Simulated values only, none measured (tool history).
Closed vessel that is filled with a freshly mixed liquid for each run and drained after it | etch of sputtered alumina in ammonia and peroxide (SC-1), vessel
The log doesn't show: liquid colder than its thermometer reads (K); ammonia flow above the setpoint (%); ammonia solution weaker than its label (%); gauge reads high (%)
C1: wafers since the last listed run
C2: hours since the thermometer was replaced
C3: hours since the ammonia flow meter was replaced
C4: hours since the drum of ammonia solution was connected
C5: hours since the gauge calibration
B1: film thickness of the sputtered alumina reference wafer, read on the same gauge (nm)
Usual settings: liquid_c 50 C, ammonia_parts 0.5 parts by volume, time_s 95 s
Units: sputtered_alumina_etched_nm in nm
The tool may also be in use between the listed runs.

{"run": 1, "hour": 0.0, "liquid_c": 50, "ammonia_parts": 0.5, "time_s": 95, "C1": 0, "C2": 2538.4, "C3": 2039, "C4": 940.1, "C5": 111.4, "B1": 29.98, "sputtered_alumina_etched_nm": 5.53}
{"run": 2, "hour": 9.1, "liquid_c": 50, "ammonia_parts": 0.5, "time_s": 95, "C1": 650, "C2": 2547.5, "C3": 2048.1, "C4": 949.2, "C5": 120.5, "B1": 30.01, "sputtered_alumina_etched_nm": 5.37}
{"run": 3, "hour": 32.6, "liquid_c": 50, "ammonia_parts": 0.5, "time_s": 95, "C1": 1680, "C2": 2571, "C3": 2071.6, "C4": 972.7, "C5": 144, "B1": 29.98, "sputtered_alumina_etched_nm": 5.47}
{"run": 4, "hour": 45.7, "liquid_c": 57, "ammonia_parts": 0.6, "time_s": 115, "C1": 936, "C2": 2584.1, "C3": 2084.7, "C4": 985.8, "C5": 157.1, "B1": 30, "sputtered_alumina_etched_nm": 9.84}
{"run": 5, "hour": 58.1, "liquid_c": 42, "ammonia_parts": 0.65, "time_s": 115, "C1": 886, "C2": 2596.5, "C3": 2097.1, "C4": 998.2, "C5": 169.5, "B1": 30.04, "sputtered_alumina_etched_nm": 4.29}
{"run": 6, "hour": 75.8, "liquid_c": 60, "ammonia_parts": 0.65, "time_s": 65, "C1": 1265, "C2": 2614.2, "C3": 2114.8, "C4": 1015.9, "C5": 187.2, "B1": 30.01, "sputtered_alumina_etched_nm": 6.55}
{"hour": 81.7, "done": "ammonia flow meter replaced"}
{"run": 7, "hour": 87.8, "liquid_c": 42.5, "ammonia_parts": 0.65, "time_s": 75, "C1": 786, "C2": 2626.2, "C3": 6.1, "C4": 1027.9, "C5": 199.2, "B1": 30.02, "sputtered_alumina_etched_nm": 2.91}
{"run": 8, "hour": 102.8, "liquid_c": 57.5, "ammonia_parts": 0.5, "time_s": 95, "C1": 1072, "C2": 2641.2, "C3": 21.1, "C4": 1042.9, "C5": 214.2, "B1": 29.97, "sputtered_alumina_etched_nm": 8.03}
{"run": 9, "hour": 147.4, "liquid_c": 56.5, "ammonia_parts": 0.35, "time_s": 80, "C1": 3189, "C2": 2685.8, "C3": 65.7, "C4": 1087.5, "C5": 258.8, "B1": 30.01, "sputtered_alumina_etched_nm": 6.36}
{"hour": 161.5, "done": "new drum of ammonia solution connected"}
{"run": 10, "hour": 165.4, "liquid_c": 54.5, "ammonia_parts": 0.65, "time_s": 80, "C1": 1215, "C2": 2703.8, "C3": 83.7, "C4": 3.9, "C5": 276.8, "B1": 29.98, "sputtered_alumina_etched_nm": 6}
{"run": 11, "hour": 177.0, "liquid_c": 55.5, "ammonia_parts": 0.5, "time_s": 95, "C1": 829, "C2": 2715.4, "C3": 95.3, "C4": 15.5, "C5": 288.4, "B1": 29.98, "sputtered_alumina_etched_nm": 7.39}
{"run": 12, "hour": 189.1, "liquid_c": 50, "ammonia_parts": 0.5, "time_s": 95, "C1": 865, "C2": 2727.5, "C3": 107.4, "C4": 27.6, "C5": 300.5, "B1": 29.98, "sputtered_alumina_etched_nm": 5.42}
{"run": 13, "hour": 205.6, "liquid_c": 47, "ammonia_parts": 0.3, "time_s": 95, "C1": 1179, "C2": 2744, "C3": 123.9, "C4": 44.1, "C5": 317, "B1": 29.95, "sputtered_alumina_etched_nm": 4.28}
{"hour": 212.4, "done": "thermometer replaced"}
{"run": 14, "hour": 212.9, "liquid_c": 50, "ammonia_parts": 0.5, "time_s": 95, "C1": 450, "C2": 0.5, "C3": 131.2, "C4": 51.4, "C5": 324.3, "B1": 30.02, "sputtered_alumina_etched_nm": 6.2}
{"run": 15, "hour": 224.8, "liquid_c": 50, "ammonia_parts": 0.3, "time_s": 50, "C1": 850, "C2": 12.4, "C3": 143.1, "C4": 63.3, "C5": 336.2, "B1": 30.04, "sputtered_alumina_etched_nm": 3.21}
{"hour": 240.7, "done": "gauge calibrated"}
{"run": 16, "hour": 242.1, "liquid_c": 50, "ammonia_parts": 0.7, "time_s": 55, "C1": 1237, "C2": 29.7, "C3": 160.4, "C4": 80.6, "C5": 1.4, "B1": 29.96, "sputtered_alumina_etched_nm": 3.7}
{"run": 17, "hour": 250.3, "liquid_c": 50, "ammonia_parts": 0.5, "time_s": 95, "C1": 586, "C2": 37.9, "C3": 168.6, "C4": 88.8, "C5": 9.6, "B1": 29.98, "sputtered_alumina_etched_nm": 6.25}
{"run": 18, "hour": 258.6, "liquid_c": 44.5, "ammonia_parts": 0.3, "time_s": 60, "C1": 593, "C2": 46.2, "C3": 176.9, "C4": 97.1, "C5": 17.9, "B1": 30, "sputtered_alumina_etched_nm": 2.75}
{"run": 19, "hour": 273.9, "liquid_c": 50, "ammonia_parts": 0.5, "time_s": 95, "C1": 1094, "C2": 61.5, "C3": 192.2, "C4": 112.4, "C5": 33.2, "B1": 29.99, "sputtered_alumina_etched_nm": 6.22}
{"run": 20, "hour": 285.1, "liquid_c": 54, "ammonia_parts": 0.35, "time_s": 55, "C1": 800, "C2": 72.7, "C3": 203.4, "C4": 123.6, "C5": 44.4, "B1": 30, "sputtered_alumina_etched_nm": 4.36}
{"run": 21, "hour": 334.8, "liquid_c": 50, "ammonia_parts": 0.5, "time_s": 95, "C1": 3553, "C2": 122.4, "C3": 253.1, "C4": 173.3, "C5": 94.1, "B1": 30.06, "sputtered_alumina_etched_nm": 6.29}
{"run": 22, "hour": 347.4, "liquid_c": 50, "ammonia_parts": 0.5, "time_s": 95, "C1": 900, "C2": 135, "C3": 265.7, "C4": 185.9, "C5": 106.7, "B1": 29.99, "sputtered_alumina_etched_nm": 6.3}
{"run": 23, "hour": 363.5, "liquid_c": 50, "ammonia_parts": 0.7, "time_s": 50, "C1": 1151, "C2": 151.1, "C3": 281.8, "C4": 202, "C5": 122.8, "B1": 29.99, "sputtered_alumina_etched_nm": 3.38}
{"run": 24, "hour": 370.9, "liquid_c": 50, "ammonia_parts": 0.5, "time_s": 95, "C1": 529, "C2": 158.5, "C3": 289.2, "C4": 209.4, "C5": 130.2, "B1": 29.98, "sputtered_alumina_etched_nm": 6.25}
{"run": 25, "hour": 386.0, "liquid_c": 50, "ammonia_parts": 0.5, "time_s": 95, "C1": 1079, "C2": 173.6, "C3": 304.3, "C4": 224.5, "C5": 145.3, "B1": 30.01, "sputtered_alumina_etched_nm": 6.25}
{"run": 26, "hour": 398.5, "liquid_c": 50, "ammonia_parts": 0.5, "time_s": 95, "C1": 893, "C2": 186.1, "C3": 316.8, "C4": 237, "C5": 157.8, "B1": 29.98, "sputtered_alumina_etched_nm": 6.2}
{"run": 27, "hour": 407.2, "liquid_c": 50, "ammonia_parts": 0.7, "time_s": 110, "C1": 622, "C2": 194.8, "C3": 325.5, "C4": 245.7, "C5": 166.5, "B1": 30.02, "sputtered_alumina_etched_nm": 7.44}
{"run": 28, "hour": 415.1, "liquid_c": 53.5, "ammonia_parts": 0.5, "time_s": 45, "C1": 564, "C2": 202.7, "C3": 333.4, "C4": 253.6, "C5": 174.4, "B1": 30.07, "sputtered_alumina_etched_nm": 3.55}

Forecast each of these 5 alternatives for the next run:
{"run": "A", "hour": 415.8, "liquid_c": 50, "ammonia_parts": 0.5, "time_s": 95, "C1": 50, "C2": 203.4, "C3": 334.1, "C4": 254.3, "C5": 175.1, "B1": "?", "sputtered_alumina_etched_nm": "?"}
{"run": "B", "hour": 415.8, "liquid_c": 50, "ammonia_parts": 0.65, "time_s": 95, "C1": 50, "C2": 203.4, "C3": 334.1, "C4": 254.3, "C5": 175.1, "B1": "?", "sputtered_alumina_etched_nm": "?"}
{"run": "C", "hour": 415.8, "liquid_c": 50, "ammonia_parts": 0.7, "time_s": 65, "C1": 50, "C2": 203.4, "C3": 334.1, "C4": 254.3, "C5": 175.1, "B1": "?", "sputtered_alumina_etched_nm": "?"}
{"run": "D", "hour": 415.8, "liquid_c": 45, "ammonia_parts": 0.5, "time_s": 95, "C1": 50, "C2": 203.4, "C3": 334.1, "C4": 254.3, "C5": 175.1, "B1": "?", "sputtered_alumina_etched_nm": "?"}
{"run": "E", "hour": 415.8, "liquid_c": 47.5, "ammonia_parts": 0.65, "time_s": 70, "C1": 50, "C2": 203.4, "C3": 334.1, "C4": 254.3, "C5": 175.1, "B1": "?", "sputtered_alumina_etched_nm": "?"}

run=A B1=30.07 sputtered_alumina_etched_nm=6.21
run=B B1=30.07 sputtered_alumina_etched_nm=6.36
run=C B1=30.07 sputtered_alumina_etched_nm=4.38
run=D B1=30.07 sputtered_alumina_etched_nm=4.69
run=E B1=30.07 sputtered_alumina_etched_nm=4.08
Without the tool's hidden state the same runs would have given:
run=A sputtered_alumina_etched_nm=6.35
run=B sputtered_alumina_etched_nm=6.51
run=C sputtered_alumina_etched_nm=4.49
run=D sputtered_alumina_etched_nm=4.8
run=E sputtered_alumina_etched_nm=4.18
